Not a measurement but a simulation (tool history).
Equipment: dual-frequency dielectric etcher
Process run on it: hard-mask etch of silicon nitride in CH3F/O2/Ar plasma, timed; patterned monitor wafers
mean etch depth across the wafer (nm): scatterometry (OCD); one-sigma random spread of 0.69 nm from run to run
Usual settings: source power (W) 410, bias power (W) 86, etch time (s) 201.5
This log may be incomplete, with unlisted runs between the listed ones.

| run | day | source power (W) | bias power (W) | etch time (s) | read-back reference wafer on the same gauge, depth_nm | mean etch depth across the wafer (nm) |
|---|---|---|---|---|---|---|
| 1 | 0.000 | 410 | 76 | 201.5 | 117.2 | 136.4 |
| 2 | 1.300 | 410 | 76 | 201.5 | 117.0 | 136.7 |
| 3 | 2.875 | 350 | 86 | 201.5 | 117.2 | 139.6 |
| 4 | 4.812 | 410 | 91 | 201.5 | 117.1 | 144.9 |
| 5 | 7.717 | 410 | 91 | 201.5 | 117.2 | 145.2 |
| 6 | 10.242 | 410 | 86 | 201.5 | 117.0 | 142.1 |
| 7 | 12.275 | 410 | 86 | 201.5 | 117.1 | 143.6 |
| 8 | 14.158 | 410 | 86 | 201.5 | 117.0 | 143.7 |
| 9 | 16.604 | 410 | 86 | 201.5 | 117.0 | 142.1 |
| 10 | 19.571 | 410 | 86 | 201.5 | 117.1 | 143.1 |
| 11 | 21.758 | 410 | 86 | 201.5 | 116.9 | 142.2 |
| 12 | 24.408 | 410 | 86 | 240.0 | 116.9 | 168.9 |
| 13 | 25.446 | 410 | 86 | 240.0 | 116.8 | 169.3 |
| 14 | 26.867 | 410 | 101 | 229.5 | 117.2 | 172.7 |
| 15 | 28.029 | 320 | 104 | 144.0 | 116.9 | 104.1 |
| 16 | 29.296 | 410 | 86 | 201.5 | 117.1 | 142.7 |
| 17 | 31.321 | 470 | 104 | 201.5 | 116.9 | 158.5 |
| 18 | 32.346 | 380 | 96 | 201.5 | 117.3 | 146.2 |
| 19 | 34.821 | 410 | 86 | 153.0 | 116.8 | 109.8 |
| 20 | 36.608 | 410 | 86 | 201.5 | 117.0 | 144.5 |
| 21 | 38.550 | 410 | 86 | 201.5 | 117.0 | 142.7 |
| 22 | 42.329 | 320 | 64 | 220.5 | 117.1 | 133.8 |
| 23 | 44.092 | 370 | 86 | 257.5 | 117.1 | 179.9 |
| 24 | 46.258 | 410 | 71 | 201.5 | 117.2 | 132.2 |
| 25 | 48.912 | 480 | 86 | 201.5 | 117.0 | 146.5 |
| 26 | 49.971 | 510 | 67 | 248.0 | 117.1 | 167.0 |
| 27 | 52.038 | 410 | 86 | 201.5 | 117.2 | 143.4 |

Missing from the log above: 7 entries noted between runs. For each, name the pair of listed runs it sits between and say how the tool's hidden condition differs from the listed run just before to the listed run just after:
In the gap between runs 2 and 3: gauge calibrated (day 2.858)
  the hidden state is the same at both runs
In the gap between runs 9 and 10: wet clean of the chamber (day 18.758)
  the hidden state is the same at both runs
In the gap between runs 17 and 18: bias power generator calibrated (day 32.029)
  the hidden state is the same at both runs
In the gap between runs 20 and 21: wet clean of the chamber (day 38.438); gauge calibrated (day 38.525)
  the hidden state is the same at both runs
In the gap between runs 21 and 22: source power generator calibrated (day 39.229); upper electrode replaced (day 41.292)
  the hidden state is the same at both runs
